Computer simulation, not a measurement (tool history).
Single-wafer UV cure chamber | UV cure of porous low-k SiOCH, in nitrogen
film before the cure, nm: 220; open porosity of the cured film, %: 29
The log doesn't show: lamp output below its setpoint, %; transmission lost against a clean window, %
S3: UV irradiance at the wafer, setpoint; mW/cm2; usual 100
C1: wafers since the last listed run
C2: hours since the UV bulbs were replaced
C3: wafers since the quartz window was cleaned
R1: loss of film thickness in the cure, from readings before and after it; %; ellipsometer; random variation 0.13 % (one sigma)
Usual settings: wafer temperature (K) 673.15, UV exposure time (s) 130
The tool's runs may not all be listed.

Run 1, hour 0.0: usual settings; C1 0; C2 1856.8; C3 906. Result: R1 9.529 %.
Run 2, hour 18.0: usual settings; C1 86; C2 1874.8; C3 992. Result: R1 9.478 %.
Run 3, hour 33.8: usual settings but UV exposure time (s) 185, S3 74 mW/cm2; C1 75; C2 1890.6; C3 1068. Result: R1 9.696 %.
Run 4, hour 45.8: usual settings but wafer temperature (K) 660.15; C1 57; C2 1902.6; C3 1125. Result: R1 9.183 %.
Run 5, hour 57.3: usual settings but wafer temperature (K) 660.15; C1 54; C2 1914.1; C3 1180. Result: R1 9.045 %.
Run 6, hour 66.0: usual settings; C1 41; C2 1922.8; C3 1222. Result: R1 9.356 %.
Run 7, hour 76.9: usual settings but wafer temperature (K) 677.15; C1 52; C2 1933.7; C3 1274. Result: R1 9.441 %.
Run 8, hour 87.4: usual settings; C1 50; C2 1944.2; C3 1324. Result: R1 9.450 %.
Run 9, hour 98.8: usual settings; C1 54; C2 1955.6; C3 1378. Result: R1 9.198 %.
At hour 113.1: quartz window cleaned.
Run 10, hour 113.6: usual settings; C1 32; C2 1970.4; C3 2. Result: R1 10.186 %.
Run 11, hour 116.8: usual settings but S3 110 mW/cm2; C1 15; C2 1973.6; C3 17. Result: R1 10.708 %.
Run 12, hour 126.5: usual settings but S3 110 mW/cm2; C1 46; C2 1983.3; C3 63. Result: R1 10.421 %.
Run 13, hour 135.7: usual settings but S3 110 mW/cm2; C1 43; C2 1992.5; C3 107. Result: R1 10.368 %.
Run 14, hour 143.0: usual settings but S3 68 mW/cm2; C1 34; C2 1999.8; C3 142. Result: R1 7.975 %.
Run 15, hour 152.9: usual settings but S3 68 mW/cm2; C1 47; C2 2009.7; C3 190. Result: R1 8.021 %.
Run 16, hour 159.0: usual settings but S3 68 mW/cm2; C1 29; C2 2015.8; C3 219. Result: R1 7.925 %.
Run 17, hour 165.1: usual settings; C1 29; C2 2021.9; C3 248. Result: R1 9.764 %.
Run 18, hour 172.8: usual settings; C1 36; C2 2029.6; C3 285. Result: R1 9.799 %.
Run 19, hour 180.3: usual settings; C1 35; C2 2037.1; C3 321. Result: R1 9.651 %.
Run 20, hour 188.0: usual settings but wafer temperature (K) 688.15; C1 36; C2 2044.8; C3 357. Result: R1 9.934 %.
Run 21, hour 195.8: usual settings; C1 37; C2 2052.6; C3 395. Result: R1 9.509 %.
Run 22, hour 227.3: usual settings; C1 150; C2 2084.1; C3 545. Result: R1 9.402 %.
Run 23, hour 277.4: usual settings; C1 239; C2 2134.2; C3 785. Result: R1 9.329 %.
Run 24, hour 292.4: usual settings but wafer temperature (K) 660.15, UV exposure time (s) 80; C1 71; C2 2149.2; C3 856. Result: R1 6.778 %.
Run 25, hour 301.7: usual settings but wafer temperature (K) 659.15, UV exposure time (s) 160, S3 65 mW/cm2; C1 44; C2 2158.5; C3 901. Result: R1 7.866 %.
Run 26, hour 311.0: usual settings; C1 44; C2 2167.8; C3 945. Result: R1 9.311 %.
Run 27, hour 337.1: usual settings but UV exposure time (s) 175, S3 111 mW/cm2; C1 124; C2 2193.9; C3 1070. Result: R1 11.376 %.
Run 28, hour 347.6: usual settings but wafer temperature (K) 688.15, UV exposure time (s) 95, S3 111 mW/cm2; C1 50; C2 2204.4; C3 1120. Result: R1 8.416 %.
At hour 356.7: UV bulbs replaced.
Run 29, hour 357.2: usual settings but wafer temperature (K) 686.15, S3 133 mW/cm2; C1 7; C2 0.5; C3 1128. Result: R1 13.524 %.
Run 30, hour 377.5: usual settings but UV exposure time (s) 160, S3 129 mW/cm2; C1 97; C2 20.8; C3 1225. Result: R1 14.248 %.
Run 31, hour 425.2: usual settings; C1 228; C2 68.5; C3 1453. Result: R1 11.632 %.
Run 32, hour 434.3: usual settings but S3 137 mW/cm2; C1 43; C2 77.6; C3 1497. Result: R1 12.919 %.
Run 33, hour 447.7: usual settings; C1 64; C2 91.0; C3 1561. Result: R1 11.332 %.
Run 34, hour 454.6: usual settings but S3 71 mW/cm2; C1 32; C2 97.9; C3 1594. Result: R1 9.397 %.
At hour 471.0: quartz window cleaned.
Run 35, hour 471.5: usual settings but wafer temperature (K) 667.15, UV exposure time (s) 170; C1 42; C2 114.8; C3 2. Result: R1 13.421 %.
Run 36, hour 476.4: usual settings; C1 23; C2 119.7; C3 25. Result: R1 12.137 %.
Run 37, hour 491.0: usual settings but wafer temperature (K) 660.15, UV exposure time (s) 160, S3 61 mW/cm2; C1 69; C2 134.3; C3 95. Result: R1 10.213 %.
Run 38, hour 498.3: usual settings but wafer temperature (K) 667.15, UV exposure time (s) 95, S3 82 mW/cm2; C1 34; C2 141.6; C3 130. Result: R1 9.105 %.
Run 39, hour 514.7: usual settings but wafer temperature (K) 662.15, UV exposure time (s) 160, S3 138 mW/cm2; C1 78; C2 158.0; C3 208. Result: R1 14.219 %.
Run 40, hour 544.9: usual settings; C1 144; C2 188.2; C3 353. Result: R1 11.339 %.
Run 41, hour 554.0: usual settings; C1 43; C2 197.3; C3 396. Result: R1 11.508 %.
Run 42, hour 568.9: usual settings but S3 110 mW/cm2; C1 71; C2 212.2; C3 467. Result: R1 11.972 %.
Run 43, hour 584.7: usual settings but wafer temperature (K) 688.15, UV exposure time (s) 60; C1 75; C2 228.0; C3 543. Result: R1 7.602 %.
Run 44, hour 602.6: usual settings; C1 85; C2 245.9; C3 629. Result: R1 11.095 %.
Run 45, hour 613.9: usual settings but wafer temperature (K) 661.15, UV exposure time (s) 110, S3 69 mW/cm2; C1 54; C2 257.2; C3 683. Result: R1 8.159 %.

Forecast each of these 5 alternatives for the next run:
Run A, hour 614.4: usual settings; C1 2; C2 257.7; C3 685. Result: R1 ?.
Run B, hour 614.4: usual settings but wafer temperature (K) 662.15, UV exposure time (s) 60, S3 78 mW/cm2; C1 2; C2 257.7; C3 685. Result: R1 ?.
Run C, hour 614.4: usual settings but wafer temperature (K) 661.15, S3 131 mW/cm2; C1 2; C2 257.7; C3 685. Result: R1 ?.
Run D, hour 614.4: usual settings but S3 129 mW/cm2; C1 2; C2 257.7; C3 685. Result: R1 ?.
Run E, hour 614.4: usual settings but S3 117 mW/cm2; C1 2; C2 257.7; C3 685. Result: R1 ?.

run      R1
  A  11.000
  B   5.805
  C  12.181
  D  12.350
  E  11.830
Without the tool's hidden state the same runs would have given:
run      R1
  A  12.590
  B   7.143
  C  13.797
  D  13.970
  E  13.437
